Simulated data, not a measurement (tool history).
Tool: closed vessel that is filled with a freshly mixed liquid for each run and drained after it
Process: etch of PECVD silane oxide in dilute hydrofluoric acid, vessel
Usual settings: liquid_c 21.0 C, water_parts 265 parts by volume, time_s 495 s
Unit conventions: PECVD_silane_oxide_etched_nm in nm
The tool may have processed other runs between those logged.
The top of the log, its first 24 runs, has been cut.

run,hour,liquid_c,water_parts,time_s,"read-back film thickness of the PECVD silane oxide reference wafer, read on the same gauge (nm)",PECVD_silane_oxide_etched_nm
25,1969.6,21.0,200,495,140.01,78.59
26,2076.4,24.5,180,255,139.99,52.49
27,2154.5,17.0,265,345,140.02,33.46
28,2197.8,21.0,265,495,140.01,55.66
29,2243.4,26.0,150,570,139.99,153.51
30,2293.7,23.0,265,495,140.00,59.95
31,2370.4,21.0,265,785,140.01,88.37
32,2426.2,19.0,135,725,140.00,168.65
33,2522.9,25.5,265,205,140.00,27.16

4 options for the next run, each taken on its own from the tool as it stands now. Forecast them:
A,2523.7,21.0,265,495,?,?
B,2523.7,19.5,205,685,?,?
C,2523.7,23.0,170,275,?,?
D,2523.7,18.5,365,780,?,?

run,"read-back film thickness of the PECVD silane oxide reference wafer, read on the same gauge (nm)",PECVD_silane_oxide_etched_nm
A,140.00,55.85
B,140.00,99.97
C,140.00,57.38
D,140.00,53.44
The same runs, with their run-to-run variation unchanged, on a tool lacking any hidden condition would have given:
run,PECVD_silane_oxide_etched_nm
A,55.85
B,99.97
C,57.38
D,53.44
